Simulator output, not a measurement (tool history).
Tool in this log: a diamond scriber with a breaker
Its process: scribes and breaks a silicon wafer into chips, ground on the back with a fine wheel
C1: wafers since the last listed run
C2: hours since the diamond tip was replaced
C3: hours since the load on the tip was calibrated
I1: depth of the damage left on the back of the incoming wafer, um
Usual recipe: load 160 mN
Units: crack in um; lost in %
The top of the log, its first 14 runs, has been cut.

{"run": 15, "day": 16.638, "load": 193, "C1": 43, "C2": 215.9, "C3": 1119.9, "I1": 1.83, "crack": 11.55, "lost": 1.53}
{"run": 16, "day": 17.667, "load": 193, "C1": 38, "C2": 240.6, "C3": 1144.6, "I1": 2.92, "crack": 11.65, "lost": 2.72}
{"run": 17, "day": 18.35, "load": 120, "C1": 25, "C2": 257.0, "C3": 1161.0, "I1": 2.17, "crack": 8.29, "lost": 11.63}
{"run": 18, "day": 19.538, "load": 143, "C1": 44, "C2": 285.5, "C3": 1189.5, "I1": 2.46, "crack": 9.2, "lost": 7.45}
{"run": 19, "day": 21.012, "load": 160, "C1": 55, "C2": 320.9, "C3": 1224.9, "I1": 1.69, "crack": 9.71, "lost": 4.13}
{"run": 20, "day": 22.192, "load": 196, "C1": 44, "C2": 349.2, "C3": 1253.2, "I1": 1.95, "crack": 11.43, "lost": 1.83}
{"day": 25.862, "done": "diamond tip replaced by a new one"}
{"run": 21, "day": 26.492, "load": 146, "C1": 157, "C2": 15.1, "C3": 1356.4, "I1": 2.45, "crack": 10.02, "lost": 4.84}
{"day": 26.821, "done": "load on the tip recalibrated"}
{"run": 22, "day": 27.042, "load": 160, "C1": 17, "C2": 28.3, "C3": 5.3, "I1": 2.63, "crack": 11.89, "lost": 2.29}
{"run": 23, "day": 27.658, "load": 136, "C1": 23, "C2": 43.1, "C3": 20.1, "I1": 1.71, "crack": 10.41, "lost": 3.02}
{"run": 24, "day": 28.996, "load": 178, "C1": 49, "C2": 75.2, "C3": 52.2, "I1": 1.56, "crack": 12.53, "lost": 1.66}
{"run": 25, "day": 29.912, "load": 126, "C1": 34, "C2": 97.2, "C3": 74.2, "I1": 1.75, "crack": 9.54, "lost": 5.23}
{"run": 26, "day": 31.025, "load": 133, "C1": 41, "C2": 123.9, "C3": 100.9, "I1": 2.95, "crack": 9.89, "lost": 6.02}
{"run": 27, "day": 31.929, "load": 126, "C1": 33, "C2": 145.6, "C3": 122.6, "I1": 2.52, "crack": 9.42, "lost": 6.81}
{"run": 28, "day": 32.729, "load": 185, "C1": 29, "C2": 164.8, "C3": 141.8, "I1": 1.88, "crack": 12.25, "lost": 1.77}
{"run": 29, "day": 34.067, "load": 194, "C1": 49, "C2": 196.9, "C3": 173.9, "I1": 1.97, "crack": 13.01, "lost": 1.99}
{"run": 30, "day": 35.25, "load": 121, "C1": 44, "C2": 225.3, "C3": 202.3, "I1": 2.69, "crack": 8.97, "lost": 9.72}
{"run": 31, "day": 36.712, "load": 160, "C1": 54, "C2": 260.4, "C3": 237.4, "I1": 1.88, "crack": 10.57, "lost": 2.61}
{"run": 32, "day": 38.096, "load": 160, "C1": 51, "C2": 293.6, "C3": 270.6, "I1": 1.58, "crack": 10.5, "lost": 2.76}
{"run": 33, "day": 39.208, "load": 134, "C1": 41, "C2": 320.3, "C3": 297.3, "I1": 2.52, "crack": 9.29, "lost": 8.58}

Consider 3 possible next runs. They are alternatives, not a sequence: every one starts from the tool as it was left by run 33. What does each give?
{"run": "A", "day": 39.233, "load": 160, "C1": 0, "C2": 320.9, "C3": 297.9, "I1": 2.96, "crack": "?", "lost": "?"}
{"run": "B", "day": 39.233, "load": 131, "C1": 0, "C2": 320.9, "C3": 297.9, "I1": 2.96, "crack": "?", "lost": "?"}
{"run": "C", "day": 39.233, "load": 186, "C1": 0, "C2": 320.9, "C3": 297.9, "I1": 2.96, "crack": "?", "lost": "?"}

run=A crack=10.71 lost=5.01
run=B crack=9.27 lost=10.83
run=C crack=11.92 lost=3.00
Had the tool no hidden state, the same runs would have come out as:
run=A crack=12.22 lost=2.83
run=B crack=10.58 lost=5.37
run=C crack=13.60 lost=3.37

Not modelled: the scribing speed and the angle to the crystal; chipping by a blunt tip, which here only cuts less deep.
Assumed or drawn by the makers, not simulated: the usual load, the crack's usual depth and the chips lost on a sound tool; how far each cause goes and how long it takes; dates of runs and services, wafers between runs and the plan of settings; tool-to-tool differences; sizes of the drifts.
